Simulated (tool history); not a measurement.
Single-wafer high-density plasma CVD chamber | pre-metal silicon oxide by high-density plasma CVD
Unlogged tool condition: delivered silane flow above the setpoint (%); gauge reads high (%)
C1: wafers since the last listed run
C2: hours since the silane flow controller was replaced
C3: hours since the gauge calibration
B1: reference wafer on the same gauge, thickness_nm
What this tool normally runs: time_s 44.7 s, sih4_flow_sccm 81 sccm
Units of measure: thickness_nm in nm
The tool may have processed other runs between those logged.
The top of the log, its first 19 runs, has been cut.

{"hour": 1024.9, "done": "gauge calibrated"}
{"run": 20, "hour": 1041.6, "time_s": 41, "sih4_flow_sccm": 65, "C1": 536, "C2": 460.5, "C3": 16.7, "B1": 408.781, "thickness_nm": 267.123}
{"run": 21, "hour": 1083.9, "time_s": 44.7, "sih4_flow_sccm": 81, "C1": 766, "C2": 502.8, "C3": 59, "B1": 408.851, "thickness_nm": 362.524}
{"run": 22, "hour": 1138.0, "time_s": 49.6, "sih4_flow_sccm": 72, "C1": 980, "C2": 556.9, "C3": 113.1, "B1": 409.131, "thickness_nm": 356.367}
{"run": 23, "hour": 1169.5, "time_s": 51.4, "sih4_flow_sccm": 90, "C1": 570, "C2": 588.4, "C3": 144.6, "B1": 408.916, "thickness_nm": 461.886}
{"run": 24, "hour": 1212.3, "time_s": 52, "sih4_flow_sccm": 91, "C1": 775, "C2": 631.2, "C3": 187.4, "B1": 409.08, "thickness_nm": 472.097}
{"run": 25, "hour": 1253.0, "time_s": 44.7, "sih4_flow_sccm": 88, "C1": 737, "C2": 671.9, "C3": 228.1, "B1": 408.829, "thickness_nm": 391.048}
{"run": 26, "hour": 1312.6, "time_s": 37.7, "sih4_flow_sccm": 70, "C1": 1079, "C2": 731.5, "C3": 287.7, "B1": 409.119, "thickness_nm": 263.321}
{"run": 27, "hour": 1341.9, "time_s": 38.3, "sih4_flow_sccm": 67, "C1": 530, "C2": 760.8, "C3": 317, "B1": 408.929, "thickness_nm": 254.461}
{"run": 28, "hour": 1370.0, "time_s": 41.1, "sih4_flow_sccm": 81, "C1": 509, "C2": 788.9, "C3": 345.1, "B1": 409.23, "thickness_nm": 331.086}
{"run": 29, "hour": 1405.3, "time_s": 47.1, "sih4_flow_sccm": 81, "C1": 639, "C2": 824.2, "C3": 380.4, "B1": 409.05, "thickness_nm": 380.539}

Predict the results of run 30:
{"run": 30, "hour": 1464.9, "time_s": 38, "sih4_flow_sccm": 93, "C1": 1079, "C2": 883.8, "C3": 440, "B1": "?", "thickness_nm": "?"}

{"run 30": {"B1": 408.87, "thickness_nm": 350.309}}
On a tool with no hidden condition, and with the same random variation, this run would have come out at thickness_nm 361.253 nm.
